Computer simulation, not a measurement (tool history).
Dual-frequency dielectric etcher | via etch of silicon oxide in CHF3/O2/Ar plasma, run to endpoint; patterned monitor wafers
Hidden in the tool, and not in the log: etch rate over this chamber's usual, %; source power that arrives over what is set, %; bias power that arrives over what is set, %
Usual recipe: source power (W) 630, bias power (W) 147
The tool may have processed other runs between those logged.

run,day,source power (W),bias power (W),wafers since the last listed run,hours since the last wet clean,hours since the last source power generator calibration,hours since the last bias power generator calibration,hours since the last upper electrode change,"incoming incoming film thickness, nm",endpoint time (s)
1,0,630,164,0,33.1,2978.2,3420.1,4952.2,482,230.5
2,1.433,730,147,173,67.5,3012.6,3454.5,4986.6,480.5,227
3,3.896,590,147,298,126.6,3071.7,3513.6,5045.7,481.2,243.5
4,5.775,630,147,227,171.7,3116.8,3558.7,5090.8,480,237.4
5,7.25,630,147,178,207.1,3152.2,3594.1,5126.2,476.1,234.3
6,8.262,630,147,122,231.4,3176.5,3618.4,5150.5,475.7,230.1
7,10.683,530,159,293,289.5,3234.6,3676.5,5208.6,476.4,238
8,11.933,530,159,151,319.5,3264.6,3706.5,5238.6,478.1,237.6
9,13.996,530,159,249,369,3314.1,3756,5288.1,476.7,237.3
10,16.338,630,147,283,425.2,3370.3,3812.2,5344.3,479.4,231.5
11,18.604,630,147,274,479.6,3424.7,3866.6,5398.7,480.8,228.5
# day 20.138: wet clean of the chamber
12,21.546,630,147,235,33.8,3495.3,3937.2,5469.3,479.7,240.2
13,24.179,690,157,319,97,3558.5,4000.4,5532.5,476,221.8
# day 32.583: upper electrode replaced, of another model than before
14,32.762,690,157,918,303,3764.5,4206.4,4.3,476.4,219.7
15,34.175,630,168,171,336.9,3798.4,4240.3,38.2,475.6,220.2
16,36.275,630,168,254,387.3,3848.8,4290.7,88.6,475.9,219.9
# day 39.571: source power generator calibrated
# day 39.783: wet clean of the chamber
17,39.804,480,132,381,0.5,5.6,4375.4,173.3,474.6,263.9
18,41.512,520,174,206,41.5,46.6,4416.4,214.3,473.7,237.5
19,43.642,530,111,257,92.6,97.7,4467.5,265.4,477.5,269.5
20,45.254,630,147,195,131.3,136.4,4506.2,304.1,475.9,234.3
21,46.471,560,179,147,160.5,165.6,4535.4,333.3,478.9,233.2
22,47.729,750,115,152,190.7,195.8,4565.6,363.5,480.2,244.2
23,50.112,490,147,288,247.9,253,4622.8,420.7,479.9,250.9
# day 50.546: bias power generator calibrated
24,52.062,480,147,216,294.7,299.8,36.4,467.5,478.1,250.4
25,53.562,630,130,181,330.7,335.8,72.4,503.5,473.5,236.8
26,55.792,630,130,270,384.2,389.3,125.9,557,481.4,240
27,57.442,720,114,199,423.8,428.9,165.5,596.6,475.1,238.5
28,59.412,690,162,238,471.1,476.2,212.8,643.9,477.7,217.8
# day 61.929: wet clean of the chamber
29,61.958,630,147,187,0.7,537.3,273.9,705,474.2,235.8
30,63.088,630,168,136,27.8,564.4,301,732.1,473.3,226.9
31,64.654,630,147,189,65.4,602,338.6,769.7,477.5,238.5
32,65.692,550,179,125,90.3,626.9,363.5,794.6,482.7,234.9
33,68.012,760,123,281,146,682.6,419.2,850.3,482.1,237.8
34,69.779,540,114,214,188.4,725,461.6,892.7,471.5,260

Hidden state or all else? Some run-to-run changes of endpoint time (s), split into what the settings, what came in and random variation would give without the hidden state, and what is left for the hidden state (with any gauge scatter that isn't in both results):
Run 11 -> 12: wet clean of the chamber. endpoint time (s) +11.7: hidden state +10.1, all else +1.6.
Run 16 -> 17: source power (W) 630 -> 480, bias power (W) 168 -> 132, source power generator calibrated, wet clean of the chamber. endpoint time (s) +44: hidden state +11.9, all else +32.1.
Run 18 -> 19: source power (W) 520 -> 530, bias power (W) 174 -> 111. endpoint time (s) +32: hidden state -1.5, all else +33.5.
Run 19 -> 20: source power (W) 530 -> 630, bias power (W) 111 -> 147. endpoint time (s) -35.2: hidden state -0.8, all else -34.4.
Run 28 -> 29: source power (W) 690 -> 630, bias power (W) 162 -> 147, wet clean of the chamber. endpoint time (s) +18: hidden state +8.9, all else +9.1.
